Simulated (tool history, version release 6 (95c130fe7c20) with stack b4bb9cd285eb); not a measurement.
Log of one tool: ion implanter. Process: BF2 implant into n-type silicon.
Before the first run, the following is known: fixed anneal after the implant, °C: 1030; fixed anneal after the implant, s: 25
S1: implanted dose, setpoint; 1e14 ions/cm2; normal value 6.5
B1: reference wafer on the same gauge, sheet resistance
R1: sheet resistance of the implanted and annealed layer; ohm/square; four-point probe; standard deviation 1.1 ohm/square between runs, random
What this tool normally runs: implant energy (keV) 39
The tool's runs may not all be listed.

{"run": 1, "hour": 0.0, "S1": 6.5, "implant energy (keV)": 39, "B1": 229.38, "R1": 205.05}
{"hour": 33.6, "done": "Faraday cup replaced and dose calibrated"}
{"run": 2, "hour": 41.5, "S1": 6.5, "implant energy (keV)": 39, "B1": 228.9, "R1": 198.82}
{"run": 3, "hour": 118.4, "S1": 6.5, "implant energy (keV)": 39, "B1": 228.71, "R1": 197.2}
{"run": 4, "hour": 178.1, "S1": 6.5, "implant energy (keV)": 39, "B1": 228.91, "R1": 199.27}
{"run": 5, "hour": 260.0, "S1": 6.5, "implant energy (keV)": 39, "B1": 228.58, "R1": 202.59}
{"run": 6, "hour": 353.1, "S1": 6.5, "implant energy (keV)": 39, "B1": 228.81, "R1": 200.49}
{"run": 7, "hour": 426.0, "S1": 6.5, "implant energy (keV)": 39, "B1": 228.83, "R1": 203}
{"run": 8, "hour": 530.1, "S1": 6.5, "implant energy (keV)": 39, "B1": 229.5, "R1": 201.17}
{"run": 9, "hour": 622.3, "S1": 6.5, "implant energy (keV)": 39, "B1": 229.03, "R1": 202.95}
{"hour": 682.8, "done": "Faraday cup replaced and dose calibrated"}
{"run": 10, "hour": 686.2, "S1": 6.5, "implant energy (keV)": 29, "B1": 229.27, "R1": 196.9}
{"run": 11, "hour": 726.7, "S1": 6.5, "implant energy (keV)": 33, "B1": 229.14, "R1": 191.98}
{"run": 12, "hour": 778.3, "S1": 6.5, "implant energy (keV)": 33, "B1": 229.17, "R1": 190.69}
{"run": 13, "hour": 833.0, "S1": 6.5, "implant energy (keV)": 33, "B1": 228.76, "R1": 193.95}
{"run": 14, "hour": 920.2, "S1": 6.5, "implant energy (keV)": 39, "B1": 228.98, "R1": 190.95}
{"run": 15, "hour": 1004.3, "S1": 6.5, "implant energy (keV)": 39, "B1": 229.11, "R1": 190.83}
{"run": 16, "hour": 1072.1, "S1": 6.5, "implant energy (keV)": 39, "B1": 228.91, "R1": 191.21}
{"run": 17, "hour": 1132.9, "S1": 7.39, "implant energy (keV)": 30.5, "B1": 229.31, "R1": 179.42}
{"run": 18, "hour": 1206.6, "S1": 4.9, "implant energy (keV)": 45.5, "B1": 228.85, "R1": 241.84}
{"hour": 1216.8, "done": "Faraday cup replaced and dose calibrated, repeated, since the last time left the tool worse"}
{"run": 19, "hour": 1282.8, "S1": 4.73, "implant energy (keV)": 35.5, "B1": 228.85, "R1": 260.5}
{"run": 20, "hour": 1422.7, "S1": 6.5, "implant energy (keV)": 39, "B1": 229.11, "R1": 200.61}
{"run": 21, "hour": 1508.3, "S1": 7.63, "implant energy (keV)": 39, "B1": 229.01, "R1": 174.27}
{"run": 22, "hour": 1605.2, "S1": 8.18, "implant energy (keV)": 28.5, "B1": 229.19, "R1": 175.11}
{"run": 23, "hour": 1667.4, "S1": 5.42, "implant energy (keV)": 35.5, "B1": 228.67, "R1": 239.28}
{"run": 24, "hour": 1739.9, "S1": 8.01, "implant energy (keV)": 51, "B1": 228.78, "R1": 166.92}
{"run": 25, "hour": 1810.0, "S1": 5.55, "implant energy (keV)": 39, "B1": 229.23, "R1": 233.45}
{"hour": 1842.6, "done": "Faraday cup replaced and dose calibrated"}
{"run": 26, "hour": 1866.9, "S1": 6.5, "implant energy (keV)": 39, "B1": 229.14, "R1": 197.12}
{"hour": 1895.9, "done": "gauge calibrated"}
{"run": 27, "hour": 1966.3, "S1": 4.56, "implant energy (keV)": 27.5, "B1": 229, "R1": 278.55}
{"run": 28, "hour": 2054.1, "S1": 7.88, "implant energy (keV)": 39, "B1": 229.03, "R1": 169.91}
{"hour": 2136.4, "done": "extraction supply calibrated"}
{"run": 29, "hour": 2144.3, "S1": 6.5, "implant energy (keV)": 39, "B1": 229.24, "R1": 203.37}
{"run": 30, "hour": 2193.7, "S1": 6.5, "implant energy (keV)": 30, "B1": 229.09, "R1": 208.11}
{"run": 31, "hour": 2236.1, "S1": 7.63, "implant energy (keV)": 35, "B1": 229.04, "R1": 179.39}
{"run": 32, "hour": 2295.0, "S1": 6.5, "implant energy (keV)": 39, "B1": 229.36, "R1": 202.8}
{"run": 33, "hour": 2363.2, "S1": 5.86, "implant energy (keV)": 26.5, "B1": 228.98, "R1": 233.62}
{"run": 34, "hour": 2400.7, "S1": 6.5, "implant energy (keV)": 50.5, "B1": 229.03, "R1": 199.83}
{"hour": 2595.6, "done": "Faraday cup replaced and dose calibrated"}
{"run": 35, "hour": 2596.1, "S1": 4.73, "implant energy (keV)": 47.5, "B1": 229.02, "R1": 253.55}
{"run": 36, "hour": 2654.8, "S1": 7.55, "implant energy (keV)": 27, "B1": 228.87, "R1": 184.44}
{"run": 37, "hour": 2735.5, "S1": 7.03, "implant energy (keV)": 32.5, "B1": 228.9, "R1": 190.99}
{"run": 38, "hour": 2798.4, "S1": 6.5, "implant energy (keV)": 39, "B1": 228.91, "R1": 200.45}

Below are 3 alternative next runs, each starting from the tool's condition after run 38. Predict each:
{"run": "A", "hour": 2798.8, "S1": 7.03, "implant energy (keV)": 39, "B1": "?", "R1": "?"}
{"run": "B", "hour": 2798.8, "S1": 6.5, "implant energy (keV)": 27.5, "B1": "?", "R1": "?"}
{"run": "C", "hour": 2798.8, "S1": 5.48, "implant energy (keV)": 50, "B1": "?", "R1": "?"}

run=A B1=229.11 R1=185.85
run=B B1=229.11 R1=207.68
run=C B1=229.11 R1=225.4
Had the tool no hidden state, the same runs would have come out as:
run=A R1=183.99
run=B R1=205.74
run=C R1=223.1
